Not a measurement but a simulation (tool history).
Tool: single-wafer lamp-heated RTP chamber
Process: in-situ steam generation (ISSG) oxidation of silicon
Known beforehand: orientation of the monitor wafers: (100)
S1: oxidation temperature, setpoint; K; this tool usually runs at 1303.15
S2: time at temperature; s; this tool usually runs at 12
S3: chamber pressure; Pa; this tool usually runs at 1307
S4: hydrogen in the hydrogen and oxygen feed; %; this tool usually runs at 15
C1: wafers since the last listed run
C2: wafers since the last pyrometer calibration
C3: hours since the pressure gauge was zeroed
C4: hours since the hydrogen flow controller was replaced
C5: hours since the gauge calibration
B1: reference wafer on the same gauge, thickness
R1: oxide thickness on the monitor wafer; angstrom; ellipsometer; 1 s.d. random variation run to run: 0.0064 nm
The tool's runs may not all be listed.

run,day,S1,S2,S3,S4,C1,C2,C3,C4,C5,B1,R1
1,0,1303.15,12,1307,15,0,4937,4099,5545.9,31.9,3.949,43.89
2,0.538,1303.15,12,1307,19,152,5090,4111.9,5558.8,44.8,3.951,46.39
3,1.008,1303.15,12,1307,15,133,5224,4123.2,5570.1,56.1,3.95,43.95
4,3.017,1303.15,12,1307,15,570,5794,4171.4,5618.3,104.3,3.949,43.91
# day 3.162: gauge calibrated
5,3.35,1303.15,12,1307,15,94,5889,4179.4,5626.3,4.5,3.948,44.1
# day 4.121: pressure gauge zeroed
# day 4.262: hydrogen flow controller replaced
6,4.283,1303.15,16,1307,15,130,6020,3.9,0.5,26.9,3.95,50.65
7,4.296,1303.15,16,1307,15,3,6023,4.2,0.8,27.2,3.947,50.67
8,4.575,1303.15,16,1200,15,79,6103,10.9,7.5,33.9,3.952,51.29
9,5.267,1303.15,12,1307,15,196,6299,27.5,24.1,50.5,3.949,44.04
10,5.983,1322.15,12,1360,25,203,6503,44.7,41.3,67.7,3.947,53.52
# day 6.458: pyrometer window cleaned and pyrometer calibrated
11,6.667,1303.15,16,1307,15,99,58,61.1,57.7,84.1,3.95,49.49
12,7.212,1316.15,16,1253,11,155,213,74.2,70.8,97.2,3.95,49.53
13,7.608,1303.15,8,1133,15,112,326,83.7,80.3,106.7,3.951,36.02
14,8.121,1297.15,12,1133,15,145,471,96,92.6,119,3.951,42.61

3 ways to go on from here, each from the tool as it stands after run 14. What would each give?
A,8.138,1303.15,12,1307,15,4,476,96.4,93,119.4,?,?
B,8.138,1303.15,7,1307,11,4,476,96.4,93,119.4,?,?
C,8.138,1303.15,8,1360,19,4,476,96.4,93,119.4,?,?

run,B1,R1
A,3.952,42.99
B,3.952,31.01
C,3.952,37.23
Without the tool's hidden state the same runs would have given:
run,R1
A,42.69
B,30.84
C,37
